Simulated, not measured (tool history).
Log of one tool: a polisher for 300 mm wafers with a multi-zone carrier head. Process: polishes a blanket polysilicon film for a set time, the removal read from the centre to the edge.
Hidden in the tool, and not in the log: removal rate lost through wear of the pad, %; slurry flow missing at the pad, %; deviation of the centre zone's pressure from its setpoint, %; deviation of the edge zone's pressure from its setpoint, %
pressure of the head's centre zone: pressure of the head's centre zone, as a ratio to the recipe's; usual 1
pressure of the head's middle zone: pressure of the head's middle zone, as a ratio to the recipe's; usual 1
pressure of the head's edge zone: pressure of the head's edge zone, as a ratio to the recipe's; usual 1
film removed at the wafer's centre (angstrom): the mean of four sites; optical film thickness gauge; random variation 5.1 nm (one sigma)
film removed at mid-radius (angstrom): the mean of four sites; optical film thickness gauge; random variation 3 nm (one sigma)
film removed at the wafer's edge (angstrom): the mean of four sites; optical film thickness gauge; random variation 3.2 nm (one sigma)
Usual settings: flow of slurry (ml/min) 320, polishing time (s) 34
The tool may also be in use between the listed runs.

run     day  flow of slurry (ml/min)  pressure of the head's centre zone  pressure of the head's middle zone  pressure of the head's edge zone  polishing time (s)  wafers since the last listed run  wafers polished on this pad  hours since the slurry nozzle was cleaned  hours since the centre zone pressure was calibrated  hours since the edge zone pressure was calibrated  hours since the carrier head's membrane was replaced  incoming thickness of the incoming film, nm  film removed at the wafer's centre (angstrom)  film removed at mid-radius (angstrom)  film removed at the wafer's edge (angstrom)
  1       0                      320                                   1                                   1                              0.92                  34                                 0                           53                                      302.3                                                349.9                                             1224.2                                                  1084                                       1826.1                                           3410                                   3352                                         3325
  2   0.442                      320                                   1                                   1                              0.92                  34                                73                          126                                      312.9                                                360.5                                             1234.8                                                1094.6                                         1840                                           3398                                   3406                                         3356
  3   0.808                      320                                 1.1                                   1                              1.09                  34                                60                          187                                      321.7                                                369.3                                             1243.6                                                1103.4                                       1811.2                                           3885                                   3418                                         3678
  4   1.246                      375                                1.04                                 0.9                              0.91                  34                                72                          259                                      332.2                                                379.8                                             1254.1                                                1113.9                                       1833.8                                           3520                                   3150                                         3383
      1.638  -- edge zone pressure recalibrated
  5   1.658                      230                                1.11                                1.06                              1.08                  34                                54                          314                                      342.1                                                389.7                                                0.5                                                1123.8                                       1806.3                                           3678                                   3529                                         3576
  6   2.292                      320                                   1                                   1                                 1                  34                               105                          419                                      357.3                                                404.9                                               15.7                                                  1139                                       1856.7                                           3490                                   3349                                         3475
  7   2.629                      360                                0.95                                1.03                              0.93                  34                                55                          475                                      365.4                                                  413                                               23.8                                                1147.1                                       1799.1                                           3349                                   3552                                         3351
      3.154  -- centre zone pressure recalibrated
      3.671  -- worn pad replaced by a new one
  8   4.521                      320                                0.88                                1.04                                 1                  34                               272                          141                                      410.8                                                 32.8                                               69.2                                                1192.5                                       1840.1                                           3080                                   3570                                         3468
  9    5.25                      405                                   1                                   1                                 1                  38                               120                          262                                      428.3                                                 50.3                                               86.7                                                  1210                                         1830                                           3929                                   3871                                         3997
      5.658  -- slurry nozzle cleaned
 10   5.775                      320                                   1                                   1                              0.88                  34                                80                          342                                        2.8                                                 62.9                                               99.3                                                1222.6                                       1824.2                                           3368                                   3365                                         3307
 11   6.154                      320                                1.06                                   1                               0.9                  41                                62                          405                                       11.9                                                   72                                              108.4                                                1231.7                                       1826.5                                           4322                                   4112                                         3962
      6.958  -- carrier head's membrane replaced by a new one
 12   6.979                      320                                   1                                   1                              0.89                  34                               102                          507                                       31.7                                                 91.8                                              128.2                                                   0.5                                       1847.7                                           3522                                   3436                                         3347
      7.592  -- worn pad replaced by a new one
 13   7.612                      320                                   1                                1.12                                 1                  34                                77                            3                                       46.9                                                  107                                              143.4                                                  15.7                                       1826.4                                           3543                                   3736                                         3471
 14   7.867                      360                                0.95                                0.95                                 1                  34                                42                           45                                         53                                                113.1                                              149.5                                                  21.8                                       1832.2                                           3311                                   3310                                         3558
 15   8.479                      320                                 0.9                                   1                                 1                  34                               101                          146                                       67.7                                                127.8                                              164.2                                                  36.5                                       1863.6                                           3010                                   3437                                         3556
 16   9.058                      320                                   1                                   1                                 1                  34                                96                          242                                       81.6                                                141.7                                              178.1                                                  50.4                                       1843.6                                           3387                                   3425                                         3468
 17   9.779                      320                                   1                                0.92                                 1                  23                               119                          362                                       98.9                                                  159                                              195.4                                                  67.7                                       1841.6                                           2332                                   2150                                         2354
 18  10.138                      320                                   1                                   1                                 1                  34                                59                          421                                      107.5                                                167.6                                                204                                                  76.3                                       1830.5                                           3495                                   3401                                         3493
 19  10.538                      400                                   1                                1.05                                 1                  37                                66                          488                                      117.1                                                177.2                                              213.6                                                  85.9                                       1854.5                                           3798                                   3922                                         3890
 20  11.108                      320                                   1                                   1                                 1                  34                                94                          582                                      130.8                                                190.9                                              227.3                                                  99.6                                         1847                                           3441                                   3438                                         3481
     11.342  -- worn pad replaced by a new one
 21  11.525                      320                                0.95                                   1                                 1                  27                                41                           30                                      140.8                                                200.9                                              237.3                                                 109.6                                       1829.4                                           2644                                   2718                                         2780
 22  12.083                      320                                   1                                   1                                 1                  34                                92                          123                                      154.2                                                214.3                                              250.7                                                   123                                       1865.8                                           3420                                   3424                                         3439

Hidden state at the last listed run before each entry between runs and at the first one after, where it differs:
Between runs 4 and 5: edge zone pressure recalibrated (day 1.638)
  no hidden state differs between the two runs
Between runs 7 and 8: centre zone pressure recalibrated (day 3.154); worn pad replaced by a new one (day 3.671)
  no hidden state differs between the two runs
Between runs 9 and 10: slurry nozzle cleaned (day 5.658)
  no hidden state differs between the two runs
Between runs 11 and 12: carrier head's membrane replaced by a new one (day 6.958)
  no hidden state differs between the two runs
Between runs 12 and 13: worn pad replaced by a new one (day 7.592)
  no hidden state differs between the two runs
Between runs 20 and 21: worn pad replaced by a new one (day 11.342)
  no hidden state differs between the two runs
